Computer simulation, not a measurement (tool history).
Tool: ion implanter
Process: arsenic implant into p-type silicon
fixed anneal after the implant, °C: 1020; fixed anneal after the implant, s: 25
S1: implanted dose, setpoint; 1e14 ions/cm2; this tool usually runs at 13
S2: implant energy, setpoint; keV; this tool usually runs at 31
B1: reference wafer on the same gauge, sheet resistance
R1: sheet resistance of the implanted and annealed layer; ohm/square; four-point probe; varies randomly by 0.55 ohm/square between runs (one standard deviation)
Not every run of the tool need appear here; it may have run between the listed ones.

Run 1, day 0: usual settings; B1 99.78. Result: R1 107.63 ohm/square.
Run 2, day 1.029: usual settings; B1 99.91. Result: R1 107.36 ohm/square.
Run 3, day 1.988: usual settings; B1 99.87. Result: R1 107.98 ohm/square.
Run 4, day 2.521: usual settings; B1 100.07. Result: R1 106.73 ohm/square.
Run 5, day 3.154: usual settings; B1 100.02. Result: R1 105.91 ohm/square.
Run 6, day 3.829: usual settings; B1 100.08. Result: R1 106.53 ohm/square.
Run 7, day 5.267: usual settings; B1 100.09. Result: R1 108.34 ohm/square.
Run 8, day 7.571: usual settings but S1 10.57 1e14 ions/cm2, S2 34 keV; B1 100.01. Result: R1 118.21 ohm/square.
Run 9, day 8.267: usual settings but S1 10.57 1e14 ions/cm2, S2 34 keV; B1 99.93. Result: R1 118.84 ohm/square.
Run 10, day 8.796: usual settings; B1 100.06. Result: R1 108.26 ohm/square.
Run 11, day 9.592: usual settings; B1 100.05. Result: R1 107.44 ohm/square.
At day 10.438: gauge calibrated.
Run 12, day 10.617: usual settings; B1 96.92. Result: R1 103.63 ohm/square.
Run 13, day 11.2: usual settings; B1 97.02. Result: R1 104.05 ohm/square.
Run 14, day 12.492: usual settings; B1 97.38. Result: R1 104.05 ohm/square.
Run 15, day 13.433: usual settings but S1 16.68 1e14 ions/cm2, S2 22.5 keV; B1 97.42. Result: R1 101.01 ohm/square.
Run 16, day 14.838: usual settings; B1 97.55. Result: R1 104.79 ohm/square.
Run 17, day 16.017: usual settings but S2 28 keV; B1 97.88. Result: R1 107.09 ohm/square.
Run 18, day 16.746: usual settings but S1 14 1e14 ions/cm2, S2 22 keV; B1 97.76. Result: R1 109.75 ohm/square.
Run 19, day 17.812: usual settings but S1 11.71 1e14 ions/cm2, S2 23 keV; B1 97.87. Result: R1 116.97 ohm/square.
Run 20, day 18.388: usual settings; B1 97.88. Result: R1 105.31 ohm/square.
Run 21, day 19.721: usual settings but S1 14.87 1e14 ions/cm2; B1 98.04. Result: R1 98.48 ohm/square.
At day 20.358: extraction supply calibrated.
Run 22, day 20.983: usual settings; B1 98.22. Result: R1 105.61 ohm/square.
Run 23, day 21.833: usual settings but S1 10.88 1e14 ions/cm2, S2 28 keV; B1 98.16. Result: R1 118.04 ohm/square.
Run 24, day 23.262: usual settings; B1 98.48. Result: R1 106.84 ohm/square.
At day 23.988: Faraday cup replaced and dose calibrated.
Run 25, day 24.008: usual settings but S1 11.17 1e14 ions/cm2, S2 38.5 keV; B1 98.56. Result: R1 109.82 ohm/square.
Run 26, day 25.067: usual settings but S1 16.67 1e14 ions/cm2; B1 98.58. Result: R1 94.05 ohm/square.
Run 27, day 25.754: usual settings but S1 14.6 1e14 ions/cm2, S2 21 keV; B1 98.71. Result: R1 107.45 ohm/square.
Run 28, day 26.371: usual settings; B1 98.61. Result: R1 105.39 ohm/square.
Run 29, day 29.162: usual settings but S1 14.81 1e14 ions/cm2, S2 26.5 keV; B1 98.86. Result: R1 103.85 ohm/square.
Run 30, day 29.838: usual settings; B1 99.04. Result: R1 106.14 ohm/square.
Run 31, day 31.338: usual settings but S1 9.29 1e14 ions/cm2, S2 20.5 keV; B1 98.96. Result: R1 138.2 ohm/square.
Run 32, day 31.85: usual settings; B1 98.97. Result: R1 105.62 ohm/square.
Run 33, day 33.179: usual settings but S1 16.23 1e14 ions/cm2, S2 38.5 keV; B1 98.93. Result: R1 90.29 ohm/square.
Run 34, day 34.092: usual settings but S1 9.12 1e14 ions/cm2, S2 22 keV; B1 99.08. Result: R1 139.69 ohm/square.
Run 35, day 35.362: usual settings but S1 15.25 1e14 ions/cm2, S2 20.5 keV; B1 99.26. Result: R1 107.82 ohm/square.
Run 36, day 36: usual settings; B1 99.19. Result: R1 104.84 ohm/square.
Run 37, day 37.283: usual settings but S1 9.35 1e14 ions/cm2, S2 38.5 keV; B1 99.34. Result: R1 124.36 ohm/square.

Each row is a separate what-if for the run after 37, all from the same tool condition, not one after another. Results?
Run A, day 37.3: usual settings but S2 20.5 keV; B1 ?. Result: R1 ?.
Run B, day 37.3: usual settings but S1 14.84 1e14 ions/cm2, S2 35.5 keV; B1 ?. Result: R1 ?.
Run C, day 37.3: usual settings but S1 10.14 1e14 ions/cm2, S2 36 keV; B1 ?. Result: R1 ?.
Run D, day 37.3: usual settings but S1 10.92 1e14 ions/cm2, S2 37 keV; B1 ?. Result: R1 ?.

run     B1      R1
  A  99.28  115.92
  B  99.28   96.44
  C  99.28  119.87
  D  99.28  113.69
With no hidden state in the tool, these same runs would have given:
run      R1
  A  113.29
  B   94.25
  C  117.15
  D  111.11
